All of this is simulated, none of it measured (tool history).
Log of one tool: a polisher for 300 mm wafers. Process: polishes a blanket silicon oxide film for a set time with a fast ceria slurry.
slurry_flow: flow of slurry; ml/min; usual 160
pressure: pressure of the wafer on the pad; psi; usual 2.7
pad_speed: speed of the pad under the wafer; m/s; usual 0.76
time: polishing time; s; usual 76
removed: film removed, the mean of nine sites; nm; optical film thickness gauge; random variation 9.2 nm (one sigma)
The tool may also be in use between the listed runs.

run	hour	slurry_flow	pressure	pad_speed	time	incoming thickness of the incoming film, nm	removed
1	0.0	160	2.7	0.76	76	3004.2	820.1
2	11.5	160	2.7	0.76	76	3025.0	844.7
3	25.1	160	2.7	0.76	76	3058.4	833.0
4	34.7	160	2.7	0.76	76	3011.7	829.3
5	46.8	145	2.7	0.76	63	3024.7	702.6
6	58.7	160	2.7	0.76	76	3016.4	839.2
7	65.3	160	2.7	0.62	76	3001.3	681.6
8	73.6	160	2.7	0.62	76	2999.1	689.7
9	86.9	160	2.7	0.62	76	2979.3	695.1
# hour 100.4: worn pad replaced by a new one
10	102.0	205	2.7	0.76	76	2959.3	859.4
# hour 112.4: head pressure recalibrated
11	119.2	205	2.7	0.76	76	3030.4	778.2
12	126.8	205	2.7	0.76	76	3047.2	794.2
13	136.9	160	2.7	0.76	76	3052.0	775.4
14	149.0	160	2.7	0.76	76	3027.9	763.7
15	165.5	160	2.7	0.76	76	3018.1	763.8
16	173.8	160	2.7	0.76	76	2988.5	785.4
17	189.6	160	3.5	0.86	76	3073.1	1138.4
18	196.7	210	3.0	0.52	67	2972.8	545.9
19	202.9	160	2.7	0.76	76	2997.9	778.8
# hour 210.1: slurry nozzle cleaned
20	210.6	160	2.4	0.88	76	2965.8	820.7
21	216.8	160	2.4	0.88	76	2976.3	795.4
22	234.8	160	2.2	0.68	56	3063.3	416.5
# hour 241.6: worn pad replaced by a new one
23	242.1	115	3.0	0.54	86	3071.3	661.6
24	256.5	130	2.7	0.76	76	3064.9	763.5
25	271.3	160	2.7	0.76	56	3002.7	586.4
26	279.5	160	2.7	0.62	76	3013.1	653.3
27	293.6	190	2.3	0.56	76	3009.0	508.2
28	309.0	160	2.7	0.76	76	3010.2	792.4
29	317.1	160	2.1	0.56	76	3017.1	451.4

Run 30 comes next. What will it give?
30	332.0	120	2.2	0.76	55	2967.9	?

Run 30 gave removed 440.9 nm.
Without the tool's hidden state the same run would have given removed 418.5 nm.
